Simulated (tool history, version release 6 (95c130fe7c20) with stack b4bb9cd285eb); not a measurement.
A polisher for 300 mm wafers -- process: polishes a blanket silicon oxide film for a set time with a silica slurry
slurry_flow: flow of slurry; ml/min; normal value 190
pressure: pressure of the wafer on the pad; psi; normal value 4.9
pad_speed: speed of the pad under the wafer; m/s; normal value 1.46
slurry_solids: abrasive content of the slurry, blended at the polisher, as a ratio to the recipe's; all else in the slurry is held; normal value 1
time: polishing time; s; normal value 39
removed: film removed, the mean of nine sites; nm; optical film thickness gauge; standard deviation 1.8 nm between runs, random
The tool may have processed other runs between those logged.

run    hour  slurry_flow  pressure  pad_speed  slurry_solids  time  wafers since the last listed run  wafers polished on this pad  hours since the slurry nozzle was cleaned  hours since the head pressure was calibrated  hours since the slurry blender was calibrated  hours since the conditioning disc was replaced  incoming thickness of the incoming film, nm  removed
  1       0          190       4.9       1.46              1    39                                 0                         1869                                      367.6                                           266                                           28.3                                           152.9                                        814.3    199.9
       18.3  -- slurry nozzle cleaned
  2    31.5          190       4.9       1.46              1    39                               259                         2128                                       13.2                                         297.5                                           59.8                                           184.4                                        819.9    197.2
  3    64.1          190       4.9       1.46              1    39                               276                         2405                                       45.8                                         330.1                                           92.4                                             217                                        801.8    196.1
       89.1  -- worn pad replaced by a new one
  4   108.8          220       4.9       1.46              1    43                               345                          167                                       90.5                                         374.8                                          137.1                                           261.7                                        808.5      218
      117.2  -- head pressure recalibrated
  5   180.7          220       4.9       1.46              1    43                               593                          760                                      162.4                                          63.5                                            209                                           333.6                                        805.4    216.1
  6     219          220       4.9       1.46              1    43                               325                         1086                                      200.7                                         101.8                                          247.3                                           371.9                                          817    214.3
  7   265.8          235       4.9       1.46              1    39                               397                         1483                                      247.5                                         148.6                                          294.1                                           418.7                                        825.2    194.3
      300.4  -- conditioning disc replaced and pad reconditioned
  8   318.7          235       4.9       1.46              1    39                               432                         1916                                      300.4                                         201.5                                            347                                            18.3                                        811.8    206.3
      352.5  -- slurry blender recalibrated
      397.7  -- slurry nozzle cleaned
      437.6  -- worn pad replaced by a new one
  9   498.7          235       4.9       1.46              1    39                              1469                          518                                        101                                         381.5                                          146.2                                           198.3                                        813.4    200.9
        504  -- head pressure recalibrated
 10   553.1          190       4.9       1.46              1    39                               445                          963                                      155.4                                          49.1                                          200.6                                           252.7                                        822.9    196.5
 11   595.6          190       4.9       1.46              1    39                               361                         1324                                      197.9                                          91.6                                          243.1                                           295.2                                          810      194
 12   654.8          190       4.9       1.46              1    39                               502                         1827                                      257.1                                         150.8                                          302.3                                           354.4                                        808.1    191.5
      707.6  -- slurry blender recalibrated
 13   717.3          190       4.9       1.46              1    39                               513                         2341                                      319.6                                         213.3                                            9.7                                           416.9                                        820.7    190.8
      737.4  -- conditioning disc replaced and pad reconditioned
      757.3  -- slurry nozzle cleaned
      781.9  -- worn pad replaced by a new one
 14     847          245       4.9       1.46              1    39                              1042                          552                                       89.7                                           343                                          139.4                                           109.6                                        818.5    202.8
      886.1  -- head pressure recalibrated
 15   890.8          190       4.9       1.46              1    39                               355                          907                                      133.5                                           4.7                                          183.2                                           153.4                                        823.8    198.1
 16   935.3          220       6.4       1.64           1.15    39                               377                         1285                                        178                                          49.2                                          227.7                                           197.9                                        814.5    285.7
 17   976.9          135       4.9       0.98              1    47                               353                         1639                                      219.6                                          90.8                                          269.3                                           239.5                                        821.8    178.2
 18  1020.4          190       4.2       1.46           1.25    39                               369                         2008                                      263.1                                         134.3                                          312.8                                             283                                          803    182.6
 19  1063.3          190       4.9       1.24              1    32                               364                         2372                                        306                                         177.2                                          355.7                                           325.9                                        815.3    144.6
     1091.3  -- slurry blender recalibrated
 20  1110.4          125       4.9          1              1    52                               383                         2756                                      353.1                                         224.3                                           19.1                                             373                                          814    194.6
       1117  -- slurry nozzle cleaned
     1127.5  -- worn pad replaced by a new one
 21  1143.6          190       4.9       1.46            0.9    39                               239                          137                                       26.6                                         257.5                                           52.3                                           406.2                                        835.5    183.4

For run 22, what comes out?
     1146.5  -- conditioning disc replaced and pad reconditioned
 22  1193.8          150       3.9       1.46              1    49                               409                          546                                       76.8                                         307.7                                          102.5                                            47.3                                        823.1        ?

Logged for run 22: removed 196 nm.
If the tool had no hidden condition, the same run with the same run-to-run variation would have returned removed 196.6 nm.
